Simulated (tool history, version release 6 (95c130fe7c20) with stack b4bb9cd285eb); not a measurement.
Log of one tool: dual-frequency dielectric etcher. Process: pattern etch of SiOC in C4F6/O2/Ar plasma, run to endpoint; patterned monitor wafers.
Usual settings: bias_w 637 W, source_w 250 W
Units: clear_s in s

run,hour,bias_w,source_w,wafers since the last listed run,hours since the last wet clean,hours since the last bias power generator calibration,hours since the last source power generator calibration,hours since the last upper electrode change,"incoming incoming film thickness, nm",clear_s
1,0,737,210,0,226.7,2016.1,3517,4461.6,40.17,14.1
2,27.4,737,210,358,254.1,2043.5,3544.4,4489,39.62,13.8
3,44.2,637,230,219,270.9,2060.3,3561.2,4505.8,39.54,14.6
4,74.4,677,250,395,301.1,2090.5,3591.4,4536,39.15,13.6
5,108.5,677,250,446,335.2,2124.6,3625.5,4570.1,39.74,13.8
6,139.3,677,250,402,366,2155.4,3656.3,4600.9,39.77,13.6
7,153.6,637,250,187,380.3,2169.7,3670.6,4615.2,39.62,13.9
8,187.1,637,250,438,413.8,2203.2,3704.1,4648.7,39.96,13.9
9,203.1,589,280,209,429.8,2219.2,3720.1,4664.7,39.56,14.2
10,223.5,589,280,266,450.2,2239.6,3740.5,4685.1,39.55,14
# hour 246.2: source power generator calibrated
11,254.3,589,280,350,481,2270.4,8.1,4715.9,39.35,14
12,343.8,637,250,1170,570.5,2359.9,97.6,4805.4,39.67,14.1
# hour 351.4: bias power generator calibrated
13,362,556,280,185,588.7,10.6,115.8,4823.6,39.57,14.5
14,382,496,270,261,608.7,30.6,135.8,4843.6,39.56,15.6
15,412,743,250,392,638.7,60.6,165.8,4873.6,39.92,12.7
# hour 441.5: wet clean of the chamber
16,442,549,290,78,0.5,90.6,195.8,4903.6,39.97,15.2
# hour 472.3: upper electrode replaced
17,472.8,737,210,88,31.3,121.4,226.6,0.5,39.32,13.8
18,484.3,763,270,150,42.8,132.9,238.1,12,39.54,12.7
19,508.6,637,250,317,67.1,157.2,262.4,36.3,40.17,14.6
20,522.6,481,230,183,81.1,171.2,276.4,50.3,39.62,17.4
21,550.5,561,280,365,109,199.1,304.3,78.2,39.84,14.7
22,581.2,705,220,401,139.7,229.8,335,108.9,39.98,14

Forecast run 23:
23,603.9,637,250,296,162.4,252.5,357.7,131.6,39.61,?

Run 23 gave clear_s 14 s.
Without the tool's hidden state the same run would have given clear_s 14.1 s.
